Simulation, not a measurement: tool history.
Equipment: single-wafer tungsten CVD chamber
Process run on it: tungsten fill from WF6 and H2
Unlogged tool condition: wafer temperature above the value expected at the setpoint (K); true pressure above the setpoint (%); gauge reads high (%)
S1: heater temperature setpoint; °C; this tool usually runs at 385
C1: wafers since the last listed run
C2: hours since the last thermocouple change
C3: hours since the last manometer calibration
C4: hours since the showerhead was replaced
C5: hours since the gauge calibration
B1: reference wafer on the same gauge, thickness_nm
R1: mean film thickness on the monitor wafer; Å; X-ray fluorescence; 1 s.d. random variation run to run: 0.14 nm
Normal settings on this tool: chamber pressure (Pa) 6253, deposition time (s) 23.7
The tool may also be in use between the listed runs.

run 1 hour=0 | S1=385 chamber_pressure_(Pa)=5266 deposition_time_(s)=26.2 | C1=0 C2=1394.2 C3=350.9 C4=3321.5 C5=551 | B1=53.079 | R1=624.76
run 2 hour=86.3 | S1=385 chamber_pressure_(Pa)=5266 deposition_time_(s)=26.2 | C1=1514 C2=1480.5 C3=437.2 C4=3407.8 C5=637.3 | B1=53.058 | R1=625.48
run 3 hour=157.2 | S1=385 chamber_pressure_(Pa)=6253 deposition_time_(s)=23.7 | C1=1244 C2=1551.4 C3=508.1 C4=3478.7 C5=708.2 | B1=53.122 | R1=613.53
run 4 hour=234.6 | S1=385 chamber_pressure_(Pa)=6253 deposition_time_(s)=23.7 | C1=1358 C2=1628.8 C3=585.5 C4=3556.1 C5=785.6 | B1=53.064 | R1=609.23
run 5 hour=274 | S1=385 chamber_pressure_(Pa)=6253 deposition_time_(s)=23.7 | C1=691 C2=1668.2 C3=624.9 C4=3595.5 C5=825 | B1=53.101 | R1=609.72
run 6 hour=344.1 | S1=385 chamber_pressure_(Pa)=6253 deposition_time_(s)=23.7 | C1=1230 C2=1738.3 C3=695 C4=3665.6 C5=895.1 | B1=53.108 | R1=606.64
run 7 hour=448.2 | S1=385 chamber_pressure_(Pa)=6253 deposition_time_(s)=23.7 | C1=1827 C2=1842.4 C3=799.1 C4=3769.7 C5=999.2 | B1=53.102 | R1=610
run 8 hour=510.2 | S1=385 chamber_pressure_(Pa)=5053 deposition_time_(s)=23.7 | C1=1088 C2=1904.4 C3=861.1 C4=3831.7 C5=1061.2 | B1=53.091 | R1=553.54
run 9 hour=595.9 | S1=389 chamber_pressure_(Pa)=6253 deposition_time_(s)=23.7 | C1=1504 C2=1990.1 C3=946.8 C4=3917.4 C5=1146.9 | B1=53.131 | R1=665.83
run 10 hour=650.5 | S1=389 chamber_pressure_(Pa)=6253 deposition_time_(s)=23.7 | C1=958 C2=2044.7 C3=1001.4 C4=3972 C5=1201.5 | B1=53.112 | R1=666.71
run 11 hour=722.5 | S1=389 chamber_pressure_(Pa)=6253 deposition_time_(s)=23.7 | C1=1263 C2=2116.7 C3=1073.4 C4=4044 C5=1273.5 | B1=53.105 | R1=666.29
run 12 hour=810.2 | S1=385 chamber_pressure_(Pa)=6253 deposition_time_(s)=23.7 | C1=1539 C2=2204.4 C3=1161.1 C4=4131.7 C5=1361.2 | B1=53.107 | R1=610.24
-- hour=877.4 gauge calibrated
run 13 hour=907.3 | S1=385 chamber_pressure_(Pa)=6253 deposition_time_(s)=23.7 | C1=1704 C2=2301.5 C3=1258.2 C4=4228.8 C5=29.9 | B1=53.096 | R1=606.74
run 14 hour=1014.4 | S1=385 chamber_pressure_(Pa)=7426 deposition_time_(s)=23.7 | C1=1880 C2=2408.6 C3=1365.3 C4=4335.9 C5=137 | B1=53.106 | R1=655.73
run 15 hour=1103 | S1=385 chamber_pressure_(Pa)=7426 deposition_time_(s)=23.7 | C1=1555 C2=2497.2 C3=1453.9 C4=4424.5 C5=225.6 | B1=53.099 | R1=656.14
-- hour=1118.9 showerhead replaced
run 16 hour=1185.1 | S1=385 chamber_pressure_(Pa)=7426 deposition_time_(s)=23.7 | C1=1300 C2=2579.3 C3=1536 C4=66.2 C5=307.7 | B1=53.074 | R1=659.27
run 17 hour=1223.8 | S1=385 chamber_pressure_(Pa)=5306 deposition_time_(s)=23.7 | C1=679 C2=2618 C3=1574.7 C4=104.9 C5=346.4 | B1=53.092 | R1=564.74
run 18 hour=1318.7 | S1=392 chamber_pressure_(Pa)=7333 deposition_time_(s)=20.8 | C1=1665 C2=2712.9 C3=1669.6 C4=199.8 C5=441.3 | B1=53.108 | R1=668.57
run 19 hour=1356.5 | S1=393 chamber_pressure_(Pa)=7266 deposition_time_(s)=27.1 | C1=663 C2=2750.7 C3=1707.4 C4=237.6 C5=479.1 | B1=53.118 | R1=889.63
run 20 hour=1421.6 | S1=385 chamber_pressure_(Pa)=5266 deposition_time_(s)=26.2 | C1=1142 C2=2815.8 C3=1772.5 C4=302.7 C5=544.2 | B1=53.118 | R1=622.97
run 21 hour=1505.5 | S1=385 chamber_pressure_(Pa)=7546 deposition_time_(s)=21.8 | C1=1472 C2=2899.7 C3=1856.4 C4=386.6 C5=628.1 | B1=53.122 | R1=605.05
run 22 hour=1547.9 | S1=385 chamber_pressure_(Pa)=6253 deposition_time_(s)=27.3 | C1=744 C2=2942.1 C3=1898.8 C4=429 C5=670.5 | B1=53.085 | R1=701.58
run 23 hour=1605.9 | S1=372 chamber_pressure_(Pa)=7186 deposition_time_(s)=19.3 | C1=1018 C2=3000.1 C3=1956.8 C4=487 C5=728.5 | B1=53.098 | R1=389.18
run 24 hour=1665.2 | S1=385 chamber_pressure_(Pa)=6253 deposition_time_(s)=23.7 | C1=1041 C2=3059.4 C3=2016.1 C4=546.3 C5=787.8 | B1=53.086 | R1=609.48
-- hour=1704.9 capacitance manometer re-zeroed and calibrated
run 25 hour=1710.7 | S1=385 chamber_pressure_(Pa)=6253 deposition_time_(s)=23.7 | C1=658 C2=3104.9 C3=5.8 C4=591.8 C5=833.3 | B1=53.142 | R1=606.82
-- hour=1729.2 thermocouple changed; heater temperature recalibrated
run 26 hour=1769.8 | S1=385 chamber_pressure_(Pa)=5253 deposition_time_(s)=19.2 | C1=897 C2=40.6 C3=64.9 C4=650.9 C5=892.4 | B1=53.095 | R1=471.32
run 27 hour=1836.4 | S1=399 chamber_pressure_(Pa)=6253 deposition_time_(s)=23.7 | C1=1169 C2=107.2 C3=131.5 C4=717.5 C5=959 | B1=53.122 | R1=854.4
run 28 hour=1934 | S1=385 chamber_pressure_(Pa)=6253 deposition_time_(s)=25.5 | C1=1713 C2=204.8 C3=229.1 C4=815.1 C5=1056.6 | B1=53.137 | R1=674.2
run 29 hour=2039.6 | S1=385 chamber_pressure_(Pa)=7199 deposition_time_(s)=21.9 | C1=1853 C2=310.4 C3=334.7 C4=920.7 C5=1162.2 | B1=53.106 | R1=618.06
run 30 hour=2134.4 | S1=385 chamber_pressure_(Pa)=6253 deposition_time_(s)=22 | C1=1664 C2=405.2 C3=429.5 C4=1015.5 C5=1257 | B1=53.09 | R1=577.56
run 31 hour=2224 | S1=399 chamber_pressure_(Pa)=7413 deposition_time_(s)=23.7 | C1=1572 C2=494.8 C3=519.1 C4=1105.1 C5=1346.6 | B1=53.101 | R1=909.47
-- hour=2253.7 gauge calibrated
run 32 hour=2300.5 | S1=379 chamber_pressure_(Pa)=4813 deposition_time_(s)=20.7 | C1=1342 C2=571.3 C3=595.6 C4=1181.6 C5=46.8 | B1=53.078 | R1=420.34
run 33 hour=2337.7 | S1=385 chamber_pressure_(Pa)=7333 deposition_time_(s)=25.7 | C1=653 C2=608.5 C3=632.8 C4=1218.8 C5=84 | B1=53.108 | R1=724.41
run 34 hour=2429.4 | S1=391 chamber_pressure_(Pa)=7146 deposition_time_(s)=24.9 | C1=1609 C2=700.2 C3=724.5 C4=1310.5 C5=175.7 | B1=53.097 | R1=790.8

For some of the steps in R1 from one run to the next: how much would appear even if the tool had no hidden state, given the settings, what came in and random variation, and how much remains for the hidden state plus any gauge scatter that the measured result and the result without hidden state don't share?
Run 19 -> 20: S1 393 -> 385, chamber pressure (Pa) 7266 -> 5266, deposition time (s) 27.1 -> 26.2. R1 -266.66 Å: hidden state +7.95, all else -274.61.
Run 22 -> 23: S1 385 -> 372, chamber pressure (Pa) 6253 -> 7186, deposition time (s) 27.3 -> 19.3. R1 -312.4 Å: hidden state +10.32, all else -322.72.
Run 25 -> 26: chamber pressure (Pa) 6253 -> 5253, deposition time (s) 23.7 -> 19.2, thermocouple changed; heater temperature recalibrated. R1 -135.5 Å: hidden state +22.92, all else -158.42.
Run 26 -> 27: S1 385 -> 399, chamber pressure (Pa) 5253 -> 6253, deposition time (s) 19.2 -> 23.7. R1 +383.08 Å: hidden state -1.36, all else +384.44.
Run 30 -> 31: S1 385 -> 399, chamber pressure (Pa) 6253 -> 7413, deposition time (s) 22 -> 23.7. R1 +331.91 Å: hidden state -3.94, all else +335.85.
Run 31 -> 32: S1 399 -> 379, chamber pressure (Pa) 7413 -> 4813, deposition time (s) 23.7 -> 20.7, gauge calibrated. R1 -489.13 Å: hidden state +3.67, all else -492.8.
